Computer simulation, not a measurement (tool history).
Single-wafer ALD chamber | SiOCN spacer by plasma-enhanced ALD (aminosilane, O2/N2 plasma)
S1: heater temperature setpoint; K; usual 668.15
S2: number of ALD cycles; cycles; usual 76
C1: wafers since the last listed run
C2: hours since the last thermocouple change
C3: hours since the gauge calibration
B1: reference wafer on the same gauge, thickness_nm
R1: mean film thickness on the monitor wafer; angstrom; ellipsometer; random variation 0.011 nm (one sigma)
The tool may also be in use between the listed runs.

run 1 hour=0 | S1=676.15 S2=67 | C1=0 C2=1254.9 C3=681.9 | B1=5.355 | R1=39.85
run 2 hour=31.4 | S1=676.15 S2=67 | C1=142 C2=1286.3 C3=713.3 | B1=5.355 | R1=39.87
run 3 hour=62.7 | S1=676.15 S2=67 | C1=141 C2=1317.6 C3=744.6 | B1=5.351 | R1=39.93
run 4 hour=96.3 | S1=657.15 S2=66 | C1=152 C2=1351.2 C3=778.2 | B1=5.351 | R1=39.4
run 5 hour=127.9 | S1=657.15 S2=66 | C1=143 C2=1382.8 C3=809.8 | B1=5.35 | R1=39.59
run 6 hour=158.2 | S1=668.15 S2=70 | C1=137 C2=1413.1 C3=840.1 | B1=5.348 | R1=41.78
run 7 hour=180.7 | S1=668.15 S2=76 | C1=102 C2=1435.6 C3=862.6 | B1=5.351 | R1=45.36
run 8 hour=209.9 | S1=668.15 S2=76 | C1=132 C2=1464.8 C3=891.8 | B1=5.348 | R1=45.53
run 9 hour=245.1 | S1=668.15 S2=76 | C1=159 C2=1500 C3=927 | B1=5.352 | R1=45.54
run 10 hour=277.8 | S1=668.15 S2=76 | C1=148 C2=1532.7 C3=959.7 | B1=5.348 | R1=45.32
run 11 hour=307 | S1=668.15 S2=76 | C1=132 C2=1561.9 C3=988.9 | B1=5.356 | R1=45.36
run 12 hour=334.8 | S1=662.15 S2=76 | C1=126 C2=1589.7 C3=1016.7 | B1=5.352 | R1=45.21
run 13 hour=356.3 | S1=668.15 S2=81 | C1=97 C2=1611.2 C3=1038.2 | B1=5.352 | R1=48.43
run 14 hour=378 | S1=668.15 S2=76 | C1=98 C2=1632.9 C3=1059.9 | B1=5.351 | R1=45.37
run 15 hour=390.4 | S1=668.15 S2=76 | C1=56 C2=1645.3 C3=1072.3 | B1=5.345 | R1=45.33
run 16 hour=418.7 | S1=680.15 S2=61 | C1=128 C2=1673.6 C3=1100.6 | B1=5.353 | R1=35.78
-- hour=427.2 gauge calibrated
-- hour=430.6 thermocouple changed; heater temperature recalibrated
run 17 hour=447 | S1=680.15 S2=70 | C1=92 C2=16.4 C3=19.8 | B1=5.349 | R1=41.24
run 18 hour=475.5 | S1=672.15 S2=76 | C1=129 C2=44.9 C3=48.3 | B1=5.352 | R1=45.52
run 19 hour=488.6 | S1=668.15 S2=90 | C1=59 C2=58 C3=61.4 | B1=5.349 | R1=53.8
run 20 hour=511.5 | S1=660.15 S2=86 | C1=103 C2=80.9 C3=84.3 | B1=5.351 | R1=51.23
run 21 hour=535.3 | S1=680.15 S2=84 | C1=107 C2=104.7 C3=108.1 | B1=5.348 | R1=49.37
run 22 hour=610.2 | S1=668.15 S2=76 | C1=339 C2=179.6 C3=183 | B1=5.355 | R1=45.69
run 23 hour=626.8 | S1=678.15 S2=69 | C1=75 C2=196.2 C3=199.6 | B1=5.348 | R1=40.67
run 24 hour=647.1 | S1=668.15 S2=76 | C1=92 C2=216.5 C3=219.9 | B1=5.354 | R1=45.33
run 25 hour=669.5 | S1=656.15 S2=76 | C1=101 C2=238.9 C3=242.3 | B1=5.348 | R1=45.38
run 26 hour=770.2 | S1=662.15 S2=65 | C1=456 C2=339.6 C3=343 | B1=5.348 | R1=38.78
run 27 hour=790.6 | S1=668.15 S2=89 | C1=92 C2=360 C3=363.4 | B1=5.35 | R1=53.18
run 28 hour=806.2 | S1=680.15 S2=61 | C1=70 C2=375.6 C3=379 | B1=5.348 | R1=35.78
run 29 hour=887.3 | S1=668.15 S2=76 | C1=367 C2=456.7 C3=460.1 | B1=5.348 | R1=45.32

How the hidden state differs across the entries between the runs, from the last listed run before each to the first after it:
Between runs 16 and 17: gauge calibrated (hour 427.2); thermocouple changed; heater temperature recalibrated (hour 430.6)
  no hidden state differs between the two runs

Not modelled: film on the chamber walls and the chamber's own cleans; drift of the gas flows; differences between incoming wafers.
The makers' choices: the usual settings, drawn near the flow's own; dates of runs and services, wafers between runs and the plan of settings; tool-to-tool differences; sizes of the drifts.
